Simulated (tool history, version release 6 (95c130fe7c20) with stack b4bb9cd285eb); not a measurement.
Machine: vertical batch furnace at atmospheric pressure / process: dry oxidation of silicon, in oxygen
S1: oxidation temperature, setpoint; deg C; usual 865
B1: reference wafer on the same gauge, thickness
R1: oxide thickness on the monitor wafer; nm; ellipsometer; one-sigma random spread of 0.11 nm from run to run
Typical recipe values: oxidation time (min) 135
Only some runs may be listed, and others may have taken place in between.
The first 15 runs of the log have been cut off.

Run 16, hour 771.4: usual settings but S1 847 deg C, oxidation time (min) 90; B1 53.49. Result: R1 46.12 nm.
Run 17, hour 817.3: usual settings; B1 53.49. Result: R1 51.5 nm.
Run 18, hour 878.4: usual settings; B1 53.51. Result: R1 51.37 nm.
Run 19, hour 914: usual settings; B1 53.5. Result: R1 51.54 nm.
Run 20, hour 984.9: usual settings; B1 53.51. Result: R1 51.61 nm.
Run 21, hour 1014.7: usual settings but oxidation time (min) 163.5; B1 53.5. Result: R1 53.65 nm.
Run 22, hour 1041.9: usual settings but S1 848 deg C, oxidation time (min) 152; B1 53.49. Result: R1 49.75 nm.
At hour 1087.9: boat lift adjusted.
At hour 1113.8: thermocouples replaced and temperature profile calibrated.
Run 23, hour 1114.3: usual settings but oxidation time (min) 118; B1 53.52. Result: R1 49.86 nm.
Run 24, hour 1122.5: usual settings but S1 890 deg C; B1 53.51. Result: R1 56.08 nm.
Run 25, hour 1147.3: usual settings but S1 876 deg C, oxidation time (min) 163; B1 53.52. Result: R1 55.77 nm.
At hour 1200.4: gauge calibrated.
Run 26, hour 1215.5: usual settings but oxidation time (min) 118; B1 53.5. Result: R1 49.91 nm.
Run 27, hour 1278.7: usual settings; B1 53.49. Result: R1 51.08 nm.
Run 28, hour 1346.9: usual settings but oxidation time (min) 115.5; B1 53.52. Result: R1 49.62 nm.
At hour 1375.6: boat lift adjusted, repeated, since the last time left the tool worse.
Run 29, hour 1384.7: usual settings; B1 53.51. Result: R1 51.91 nm.
Run 30, hour 1456.2: usual settings but oxidation time (min) 192; B1 53.49. Result: R1 56.62 nm.
Run 31, hour 1506.6: usual settings but S1 840 deg C; B1 53.48. Result: R1 48.1 nm.
Run 32, hour 1542.2: usual settings but S1 850 deg C; B1 53.49. Result: R1 49.46 nm.
Run 33, hour 1596.3: usual settings but S1 881 deg C, oxidation time (min) 81; B1 53.5. Result: R1 49.59 nm.
Run 34, hour 1650.3: usual settings but oxidation time (min) 103.5; B1 53.49. Result: R1 49.31 nm.
Run 35, hour 1704.6: usual settings but S1 848 deg C; B1 53.48. Result: R1 49.1 nm.
Run 36, hour 1744.2: usual settings but S1 879 deg C; B1 53.47. Result: R1 54.86 nm.

Below are 4 alternative next runs, each starting from the tool's condition after run 36. Predict each:
Run A, hour 1750: usual settings; B1 ?. Result: R1 ?.
Run B, hour 1750: usual settings but S1 883 deg C, oxidation time (min) 116.5; B1 ?. Result: R1 ?.
Run C, hour 1750: usual settings but S1 842 deg C, oxidation time (min) 114.5; B1 ?. Result: R1 ?.
Run D, hour 1750: usual settings but S1 877 deg C, oxidation time (min) 182; B1 ?. Result: R1 ?.

run     B1     R1
  A  53.49  52.05
  B  53.49  53.85
  C  53.49  47.29
  D  53.49  58.98
Without the tool's unlogged condition, the same runs would have read:
run     R1
  A  52.16
  B  53.98
  C  47.36
  D  59.16
